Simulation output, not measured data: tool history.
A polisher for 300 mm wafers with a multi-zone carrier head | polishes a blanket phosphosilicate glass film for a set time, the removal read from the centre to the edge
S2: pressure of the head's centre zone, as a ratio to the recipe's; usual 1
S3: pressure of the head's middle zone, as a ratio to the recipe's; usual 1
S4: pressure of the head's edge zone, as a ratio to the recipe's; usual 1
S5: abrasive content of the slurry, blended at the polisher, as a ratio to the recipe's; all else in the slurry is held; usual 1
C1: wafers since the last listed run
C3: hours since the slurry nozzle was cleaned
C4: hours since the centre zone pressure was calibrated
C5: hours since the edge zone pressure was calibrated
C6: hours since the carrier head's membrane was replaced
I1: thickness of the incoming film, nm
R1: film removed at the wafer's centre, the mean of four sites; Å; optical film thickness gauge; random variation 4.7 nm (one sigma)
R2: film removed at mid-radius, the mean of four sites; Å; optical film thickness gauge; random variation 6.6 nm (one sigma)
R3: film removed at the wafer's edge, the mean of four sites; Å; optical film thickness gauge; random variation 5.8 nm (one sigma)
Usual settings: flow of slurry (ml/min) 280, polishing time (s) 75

run 1 day=0 | flow_of_slurry_(ml/min)=205 S2=0.95 S3=1 S4=1 S5=1 polishing_time_(s)=75 | C1=0 wafers_polished_on_this_pad=198 C3=113.8 C4=998.6 C5=609.2 C6=1185.9 | I1=4433.3 | R1=6593 R2=6950 R3=6905
run 2 day=0.638 | flow_of_slurry_(ml/min)=205 S2=0.95 S3=1 S4=1 S5=1 polishing_time_(s)=75 | C1=205 wafers_polished_on_this_pad=403 C3=129.1 C4=1013.9 C5=624.5 C6=1201.2 | I1=4376.4 | R1=6625 R2=6915 R3=6838
run 3 day=1.633 | flow_of_slurry_(ml/min)=280 S2=1 S3=1 S4=1 S5=1 polishing_time_(s)=75 | C1=320 wafers_polished_on_this_pad=724 C3=153 C4=1037.8 C5=648.4 C6=1225.1 | I1=4290.8 | R1=7124 R2=7230 R3=7111
run 4 day=2.5 | flow_of_slurry_(ml/min)=280 S2=1 S3=1 S4=1 S5=1 polishing_time_(s)=75 | C1=278 wafers_polished_on_this_pad=1002 C3=173.8 C4=1058.6 C5=669.2 C6=1245.9 | I1=4399 | R1=7137 R2=7185 R3=7126
-- day=3.354 worn pad replaced by a new one
run 5 day=3.375 | flow_of_slurry_(ml/min)=280 S2=1 S3=1 S4=1 S5=1 polishing_time_(s)=75 | C1=227 wafers_polished_on_this_pad=7 C3=194.8 C4=1079.6 C5=690.2 C6=1266.9 | I1=4320.5 | R1=7098 R2=7161 R3=7099
run 6 day=4.371 | flow_of_slurry_(ml/min)=280 S2=1 S3=1 S4=1 S5=1 polishing_time_(s)=75 | C1=320 wafers_polished_on_this_pad=327 C3=218.7 C4=1103.5 C5=714.1 C6=1290.8 | I1=4345.4 | R1=7142 R2=7256 R3=7012
run 7 day=5.2 | flow_of_slurry_(ml/min)=280 S2=1 S3=1 S4=1 S5=1 polishing_time_(s)=75 | C1=266 wafers_polished_on_this_pad=594 C3=238.6 C4=1123.4 C5=734 C6=1310.7 | I1=4334.3 | R1=7189 R2=7321 R3=7058
-- day=5.546 carrier head's membrane replaced by a new one
run 8 day=5.929 | flow_of_slurry_(ml/min)=280 S2=0.91 S3=1 S4=1.06 S5=1 polishing_time_(s)=75 | C1=167 wafers_polished_on_this_pad=761 C3=256.1 C4=1140.9 C5=751.5 C6=9.2 | I1=4436.4 | R1=6538 R2=7143 R3=7240
-- day=7.283 worn pad replaced by a new one
run 9 day=7.304 | flow_of_slurry_(ml/min)=280 S2=0.91 S3=1 S4=1.06 S5=1 polishing_time_(s)=75 | C1=388 wafers_polished_on_this_pad=6 C3=289.1 C4=1173.9 C5=784.5 C6=42.2 | I1=4343.8 | R1=6510 R2=7178 R3=7285
-- day=8.225 edge zone pressure recalibrated
run 10 day=8.583 | flow_of_slurry_(ml/min)=280 S2=1 S3=1 S4=1 S5=1 polishing_time_(s)=75 | C1=384 wafers_polished_on_this_pad=391 C3=319.8 C4=1204.6 C5=8.6 C6=72.9 | I1=4392.6 | R1=7104 R2=7262 R3=6994
run 11 day=9.304 | flow_of_slurry_(ml/min)=185 S2=1 S3=1 S4=1 S5=1 polishing_time_(s)=75 | C1=231 wafers_polished_on_this_pad=623 C3=337.1 C4=1221.9 C5=25.9 C6=90.2 | I1=4419 | R1=6816 R2=7044 R3=6754
-- day=10.196 slurry nozzle cleaned
-- day=11.033 worn pad replaced by a new one
-- day=12.404 centre zone pressure recalibrated
run 12 day=12.792 | flow_of_slurry_(ml/min)=280 S2=0.88 S3=0.95 S4=1 S5=0.85 polishing_time_(s)=88 | C1=1027 wafers_polished_on_this_pad=539 C3=62.3 C4=9.3 C5=109.6 C6=173.9 | I1=4407.6 | R1=6831 R2=7629 R3=7672
run 13 day=13.858 | flow_of_slurry_(ml/min)=280 S2=1 S3=1 S4=1 S5=0.9 polishing_time_(s)=99 | C1=343 wafers_polished_on_this_pad=882 C3=87.9 C4=34.9 C5=135.2 C6=199.5 | I1=4331.7 | R1=9024 R2=9081 R3=8721
-- day=14.308 worn pad replaced by a new one
run 14 day=15.275 | flow_of_slurry_(ml/min)=280 S2=1 S3=1 S4=1 S5=0.9 polishing_time_(s)=99 | C1=402 wafers_polished_on_this_pad=310 C3=121.9 C4=68.9 C5=169.2 C6=233.5 | I1=4392.8 | R1=9061 R2=9091 R3=8916
run 15 day=16.133 | flow_of_slurry_(ml/min)=280 S2=1 S3=1 S4=1 S5=0.9 polishing_time_(s)=99 | C1=276 wafers_polished_on_this_pad=587 C3=142.5 C4=89.5 C5=189.8 C6=254.1 | I1=4358.2 | R1=9029 R2=9130 R3=9051
run 16 day=16.883 | flow_of_slurry_(ml/min)=345 S2=1.06 S3=0.88 S4=1 S5=1 polishing_time_(s)=58 | C1=241 wafers_polished_on_this_pad=828 C3=160.5 C4=107.5 C5=207.8 C6=272.1 | I1=4392.2 | R1=5983 R2=5218 R3=5554
run 17 day=17.525 | flow_of_slurry_(ml/min)=280 S2=1 S3=1 S4=1 S5=0.9 polishing_time_(s)=75 | C1=206 wafers_polished_on_this_pad=1034 C3=175.9 C4=122.9 C5=223.2 C6=287.5 | I1=4360.4 | R1=6870 R2=6907 R3=6662
-- day=18.083 worn pad replaced by a new one
run 18 day=18.112 | flow_of_slurry_(ml/min)=280 S2=0.97 S3=0.97 S4=1 S5=1.2 polishing_time_(s)=75 | C1=135 wafers_polished_on_this_pad=9 C3=190 C4=137 C5=237.3 C6=301.6 | I1=4318 | R1=7450 R2=7631 R3=7606

Forecast each of these 3 alternatives for the next run:
run A day=18.129 | flow_of_slurry_(ml/min)=280 S2=1 S3=1 S4=1 S5=0.75 polishing_time_(s)=75 | C1=5 wafers_polished_on_this_pad=15 C3=190.4 C4=137.4 C5=237.7 C6=302 | I1=4420.1 | R1=? R2=? R3=?
run B day=18.129 | flow_of_slurry_(ml/min)=325 S2=1 S3=1 S4=1 S5=1 polishing_time_(s)=75 | C1=5 wafers_polished_on_this_pad=15 C3=190.4 C4=137.4 C5=237.7 C6=302 | I1=4420.1 | R1=? R2=? R3=?
run C day=18.129 | flow_of_slurry_(ml/min)=280 S2=1.03 S3=1 S4=1 S5=0.8 polishing_time_(s)=89 | C1=5 wafers_polished_on_this_pad=15 C3=190.4 C4=137.4 C5=237.7 C6=302 | I1=4420.1 | R1=? R2=? R3=?

run=A R1=6359 R2=6458 R3=6185
run=B R1=7314 R2=7418 R3=7084
run=C R1=8007 R2=7892 R3=7559
Without the tool's hidden state the same runs would have given:
run=A R1=6359 R2=6458 R3=6185
run=B R1=7314 R2=7418 R3=7084
run=C R1=8007 R2=7892 R3=7559
